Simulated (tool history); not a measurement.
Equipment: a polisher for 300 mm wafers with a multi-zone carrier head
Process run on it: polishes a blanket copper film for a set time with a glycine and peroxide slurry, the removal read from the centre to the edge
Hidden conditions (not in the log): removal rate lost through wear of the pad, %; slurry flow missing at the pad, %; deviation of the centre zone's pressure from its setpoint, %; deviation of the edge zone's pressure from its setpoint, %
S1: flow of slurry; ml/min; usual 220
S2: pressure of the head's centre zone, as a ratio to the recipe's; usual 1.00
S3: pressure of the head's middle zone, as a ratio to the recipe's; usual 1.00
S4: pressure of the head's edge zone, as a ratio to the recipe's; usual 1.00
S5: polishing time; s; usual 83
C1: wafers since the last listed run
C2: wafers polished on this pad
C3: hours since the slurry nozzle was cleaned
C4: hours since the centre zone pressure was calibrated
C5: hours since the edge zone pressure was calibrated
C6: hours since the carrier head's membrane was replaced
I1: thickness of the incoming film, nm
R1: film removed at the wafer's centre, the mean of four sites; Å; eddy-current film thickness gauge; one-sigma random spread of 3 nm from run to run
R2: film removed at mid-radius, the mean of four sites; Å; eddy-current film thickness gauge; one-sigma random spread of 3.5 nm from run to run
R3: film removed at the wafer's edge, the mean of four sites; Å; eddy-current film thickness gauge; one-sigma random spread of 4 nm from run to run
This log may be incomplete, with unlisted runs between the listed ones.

run,day,S1,S2,S3,S4,S5,C1,C2,C3,C4,C5,C6,I1,R1,R2,R3
1,0.000,220,1.00,1.00,1.00,83,0,1747,195.5,550.7,359.0,559.9,1807.5,2491,2466,2508
# day 0.867: worn pad replaced by a new one
# day 1.304: carrier head's membrane replaced by a new one
2,2.400,220,1.00,1.00,1.00,83,415,271,253.1,608.3,416.6,26.3,1782.8,2783,2691,2617
3,3.696,220,1.00,1.00,1.00,83,266,537,284.2,639.4,447.7,57.4,1772.0,2721,2737,2707
4,6.183,220,1.00,1.00,1.00,83,510,1048,343.9,699.1,507.4,117.1,1770.6,2688,2684,2621
5,8.108,220,1.00,1.04,1.00,83,395,1443,390.1,745.3,553.6,163.3,1783.9,2590,2672,2588
# day 10.083: worn pad replaced by a new one
6,10.733,220,1.00,1.04,1.00,83,504,133,453.1,808.3,616.6,226.3,1766.7,2715,2806,2665
7,12.512,205,1.00,1.00,1.00,68,365,498,495.8,851.0,659.3,269.0,1779.8,2162,2210,2135
8,14.383,220,1.00,1.00,1.00,83,384,883,540.7,895.9,704.2,313.9,1778.1,2683,2614,2654
9,17.138,220,1.00,1.00,1.00,83,565,1448,606.8,962.0,770.3,380.0,1776.2,2548,2563,2589
# day 19.104: worn pad replaced by a new one
# day 19.546: slurry nozzle cleaned
10,19.638,220,1.00,1.00,1.00,83,470,100,2.2,1022.0,830.3,440.0,1743.2,2726,2639,2684
11,23.154,220,1.00,1.00,1.00,83,721,822,86.6,1106.4,914.7,524.4,1735.1,2680,2582,2603
# day 24.596: centre zone pressure recalibrated
12,28.767,220,1.00,1.00,1.08,73,1135,1958,221.3,100.1,1049.4,659.1,1783.5,2169,2122,2210
# day 29.433: worn pad replaced by a new one
# day 31.183: carrier head's membrane replaced by a new one
13,31.629,220,1.00,0.92,1.00,91,510,407,290.0,168.8,1118.1,10.7,1762.2,2949,2660,2943
14,33.446,220,0.92,1.08,1.00,69,372,780,333.6,212.4,1161.7,54.3,1791.5,2030,2300,2187
# day 34.925: edge zone pressure recalibrated
15,35.875,220,1.00,1.00,1.00,83,481,1262,391.9,270.7,22.8,112.6,1750.0,2582,2454,2546
16,37.904,275,1.00,1.04,1.00,83,416,1679,440.6,319.4,71.5,161.3,1786.6,2554,2626,2478
# day 40.112: worn pad replaced by a new one
17,40.358,220,1.00,1.00,1.10,83,469,50,499.5,378.3,130.4,220.2,1792.9,2784,2670,2834
18,41.662,245,1.00,1.00,1.00,68,267,317,530.8,409.6,161.7,251.5,1787.4,2264,2229,2206
19,42.988,280,0.89,1.05,1.00,109,272,589,562.6,441.4,193.5,283.3,1758.2,3312,3868,3719
20,44.317,220,1.00,1.00,1.00,83,272,862,594.5,473.3,225.4,315.2,1759.9,2669,2655,2689
21,47.183,220,1.00,1.11,1.00,83,588,1451,663.3,542.1,294.2,384.0,1767.9,2591,2734,2525
22,48.671,220,1.00,1.00,0.94,83,305,1756,699.0,577.8,329.9,419.7,1748.9,2472,2465,2405

Branching from run 22: 4 alternative next runs. What would each branch give?
A,48.688,220,1.00,1.00,1.00,102,3,1760,699.4,578.2,330.3,420.1,1791.6,?,?,?
B,48.688,260,1.00,1.00,0.95,83,3,1760,699.4,578.2,330.3,420.1,1791.6,?,?,?
C,48.688,220,1.04,1.00,0.95,74,3,1760,699.4,578.2,330.3,420.1,1791.6,?,?,?
D,48.688,220,1.09,0.92,1.12,83,3,1760,699.4,578.2,330.3,420.1,1791.6,?,?,?

run,R1,R2,R3
A,3101,3077,3064
B,2586,2560,2473
C,2341,2232,2169
D,2751,2333,2640
Take away the tool's hidden state, keep each run's random variation, and the runs would have read:
run,R1,R2,R3
A,3422,3396,3381
B,2854,2825,2729
C,2583,2463,2393
D,3036,2575,2913
